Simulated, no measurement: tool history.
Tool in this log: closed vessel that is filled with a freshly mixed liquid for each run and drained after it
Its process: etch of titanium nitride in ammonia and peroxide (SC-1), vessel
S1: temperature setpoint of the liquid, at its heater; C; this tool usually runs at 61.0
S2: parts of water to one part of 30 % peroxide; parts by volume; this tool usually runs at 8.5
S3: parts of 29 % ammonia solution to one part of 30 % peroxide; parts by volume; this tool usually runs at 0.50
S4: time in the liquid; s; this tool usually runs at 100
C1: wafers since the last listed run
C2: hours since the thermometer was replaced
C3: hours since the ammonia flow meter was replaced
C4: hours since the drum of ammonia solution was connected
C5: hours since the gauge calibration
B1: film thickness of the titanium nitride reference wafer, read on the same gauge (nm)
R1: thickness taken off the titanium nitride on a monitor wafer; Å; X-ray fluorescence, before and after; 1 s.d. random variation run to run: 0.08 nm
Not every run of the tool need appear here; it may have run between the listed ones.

{"run": 1, "hour": 0.0, "S1": 61.0, "S2": 8.5, "S3": 0.5, "S4": 100, "C1": 0, "C2": 727.2, "C3": 427.8, "C4": 90.3, "C5": 658.7, "B1": 130.04, "R1": 101.2}
{"hour": 59.6, "done": "ammonia flow meter replaced"}
{"run": 2, "hour": 97.2, "S1": 61.0, "S2": 8.5, "S3": 0.5, "S4": 100, "C1": 9437, "C2": 824.4, "C3": 37.6, "C4": 187.5, "C5": 755.9, "B1": 130.02, "R1": 98.8}
{"run": 3, "hour": 133.3, "S1": 61.0, "S2": 8.5, "S3": 0.5, "S4": 100, "C1": 3541, "C2": 860.5, "C3": 73.7, "C4": 223.6, "C5": 792.0, "B1": 130.01, "R1": 99.6}
{"hour": 194.6, "done": "gauge calibrated"}
{"hour": 356.4, "done": "new drum of ammonia solution connected"}
{"run": 4, "hour": 450.4, "S1": 61.0, "S2": 8.5, "S3": 0.5, "S4": 100, "C1": 31011, "C2": 1177.6, "C3": 390.8, "C4": 94.0, "C5": 255.8, "B1": 129.99, "R1": 100.1}
{"hour": 527.7, "done": "ammonia flow meter replaced"}
{"run": 5, "hour": 536.6, "S1": 61.0, "S2": 8.5, "S3": 0.5, "S4": 100, "C1": 8358, "C2": 1263.8, "C3": 8.9, "C4": 180.2, "C5": 342.0, "B1": 130.0, "R1": 99.7}
{"run": 6, "hour": 624.8, "S1": 61.0, "S2": 8.5, "S3": 0.5, "S4": 100, "C1": 8652, "C2": 1352.0, "C3": 97.1, "C4": 268.4, "C5": 430.2, "B1": 130.01, "R1": 99.8}
{"run": 7, "hour": 710.3, "S1": 61.0, "S2": 8.5, "S3": 0.5, "S4": 100, "C1": 8388, "C2": 1437.5, "C3": 182.6, "C4": 353.9, "C5": 515.7, "B1": 130.02, "R1": 99.3}
{"run": 8, "hour": 815.0, "S1": 68.0, "S2": 10.5, "S3": 0.6, "S4": 100, "C1": 10271, "C2": 1542.2, "C3": 287.3, "C4": 458.6, "C5": 620.4, "B1": 130.0, "R1": 145.2}
{"hour": 822.2, "done": "new drum of ammonia solution connected"}
{"run": 9, "hour": 884.8, "S1": 61.0, "S2": 8.5, "S3": 0.5, "S4": 100, "C1": 6749, "C2": 1612.0, "C3": 357.1, "C4": 62.6, "C5": 690.2, "B1": 130.01, "R1": 100.5}
{"run": 10, "hour": 943.2, "S1": 61.0, "S2": 8.5, "S3": 0.7, "S4": 70, "C1": 5729, "C2": 1670.4, "C3": 415.5, "C4": 121.0, "C5": 748.6, "B1": 129.99, "R1": 72.6}
{"run": 11, "hour": 1018.0, "S1": 61.0, "S2": 8.5, "S3": 0.5, "S4": 100, "C1": 7338, "C2": 1745.2, "C3": 490.3, "C4": 195.8, "C5": 823.4, "B1": 130.04, "R1": 99.5}
{"hour": 1054.8, "done": "ammonia flow meter replaced"}
{"hour": 1112.6, "done": "gauge calibrated"}
{"hour": 1262.3, "done": "new drum of ammonia solution connected"}
{"run": 12, "hour": 1262.7, "S1": 67.0, "S2": 11.5, "S3": 0.5, "S4": 100, "C1": 23810, "C2": 1989.9, "C3": 207.9, "C4": 0.4, "C5": 150.1, "B1": 129.99, "R1": 126.6}
{"hour": 1275.8, "done": "thermometer replaced"}
{"run": 13, "hour": 1332.4, "S1": 61.0, "S2": 8.5, "S3": 0.6, "S4": 100, "C1": 6739, "C2": 56.6, "C3": 277.6, "C4": 70.1, "C5": 219.8, "B1": 130.0, "R1": 102.6}
{"hour": 1520.0, "done": "ammonia flow meter replaced"}
{"run": 14, "hour": 1607.7, "S1": 61.0, "S2": 5.5, "S3": 0.4, "S4": 100, "C1": 26910, "C2": 331.9, "C3": 87.7, "C4": 345.4, "C5": 495.1, "B1": 130.0, "R1": 120.0}
{"run": 15, "hour": 1661.7, "S1": 61.0, "S2": 8.5, "S3": 0.35, "S4": 80, "C1": 5297, "C2": 385.9, "C3": 141.7, "C4": 399.4, "C5": 549.1, "B1": 130.0, "R1": 75.3}

What if the next run were any one of these 3? Each begins from the tool's condition after run 15:
{"run": "A", "hour": 1662.4, "S1": 61.0, "S2": 8.5, "S3": 0.5, "S4": 100, "C1": 68, "C2": 386.6, "C3": 142.4, "C4": 400.1, "C5": 549.8, "B1": "?", "R1": "?"}
{"run": "B", "hour": 1662.4, "S1": 57.5, "S2": 8.5, "S3": 0.5, "S4": 125, "C1": 68, "C2": 386.6, "C3": 142.4, "C4": 400.1, "C5": 549.8, "B1": "?", "R1": "?"}
{"run": "C", "hour": 1662.4, "S1": 64.0, "S2": 8.5, "S3": 0.5, "S4": 100, "C1": 68, "C2": 386.6, "C3": 142.4, "C4": 400.1, "C5": 549.8, "B1": "?", "R1": "?"}

run=A B1=130.00 R1=100.6
run=B B1=130.00 R1=99.9
run=C B1=130.00 R1=122.2
With the hidden condition removed and each run's random variation left untouched, the same runs would have given:
run=A R1=100.6
run=B R1=99.9
run=C R1=122.2
